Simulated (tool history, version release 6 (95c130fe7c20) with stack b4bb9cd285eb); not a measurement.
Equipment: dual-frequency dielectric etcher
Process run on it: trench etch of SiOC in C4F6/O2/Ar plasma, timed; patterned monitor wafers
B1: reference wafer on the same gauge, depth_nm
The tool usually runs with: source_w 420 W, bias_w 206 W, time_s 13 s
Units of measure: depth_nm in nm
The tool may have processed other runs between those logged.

{"run": 1, "day": 0.0, "source_w": 420, "bias_w": 206, "time_s": 13, "B1": 24.76, "depth_nm": 27.24}
{"run": 2, "day": 1.154, "source_w": 420, "bias_w": 206, "time_s": 13, "B1": 24.65, "depth_nm": 27.26}
{"run": 3, "day": 2.142, "source_w": 420, "bias_w": 206, "time_s": 13, "B1": 24.69, "depth_nm": 27.1}
{"run": 4, "day": 3.4, "source_w": 420, "bias_w": 206, "time_s": 13, "B1": 24.63, "depth_nm": 27.09}
{"run": 5, "day": 4.862, "source_w": 420, "bias_w": 206, "time_s": 13, "B1": 24.62, "depth_nm": 26.85}
{"run": 6, "day": 5.858, "source_w": 420, "bias_w": 206, "time_s": 13, "B1": 24.49, "depth_nm": 27.05}
{"run": 7, "day": 6.904, "source_w": 420, "bias_w": 206, "time_s": 13, "B1": 24.51, "depth_nm": 27.18}
{"run": 8, "day": 7.429, "source_w": 350, "bias_w": 220, "time_s": 9, "B1": 24.45, "depth_nm": 17.88}
{"run": 9, "day": 8.871, "source_w": 450, "bias_w": 175, "time_s": 16, "B1": 24.35, "depth_nm": 32.63}
{"run": 10, "day": 9.342, "source_w": 420, "bias_w": 206, "time_s": 13, "B1": 24.34, "depth_nm": 26.88}
{"run": 11, "day": 11.183, "source_w": 420, "bias_w": 165, "time_s": 13, "B1": 24.86, "depth_nm": 25.89}
{"run": 12, "day": 11.929, "source_w": 420, "bias_w": 178, "time_s": 11, "B1": 24.91, "depth_nm": 22.29}
{"run": 13, "day": 13.092, "source_w": 420, "bias_w": 225, "time_s": 14.5, "B1": 24.9, "depth_nm": 31.44}
{"run": 14, "day": 14.004, "source_w": 510, "bias_w": 193, "time_s": 13, "B1": 24.88, "depth_nm": 29.05}
{"run": 15, "day": 14.817, "source_w": 420, "bias_w": 206, "time_s": 13, "B1": 24.84, "depth_nm": 27.41}

The log once held 5 entries between its listed runs, left out of this copy. Where does each go, and what is different about the tool's unlogged condition between the listed run before it and the listed run after it?
Run 4 -> run 5: source power generator calibrated (day 4.842)
  gauge reads high (%): -1.09 -> -1.32
  difference, measured minus the result without the unlogged condition, depth_nm: -0.3 -> -0.36 nm
Run 8 -> run 9: upper electrode replaced (day 8.85)
  gauge reads high (%): -1.78 -> -2.07
  difference, measured minus the result without the unlogged condition, depth_nm: -0.32 -> -0.69 nm
Run 10 -> run 11: gauge calibrated (day 9.471); bias power generator calibrated (day 11.004); wet clean of the chamber (day 11.162)
  gauge reads high (%): -2.17 -> -0.0125
  difference, measured minus the result without the unlogged condition, depth_nm: -0.59 -> -0.01 nm
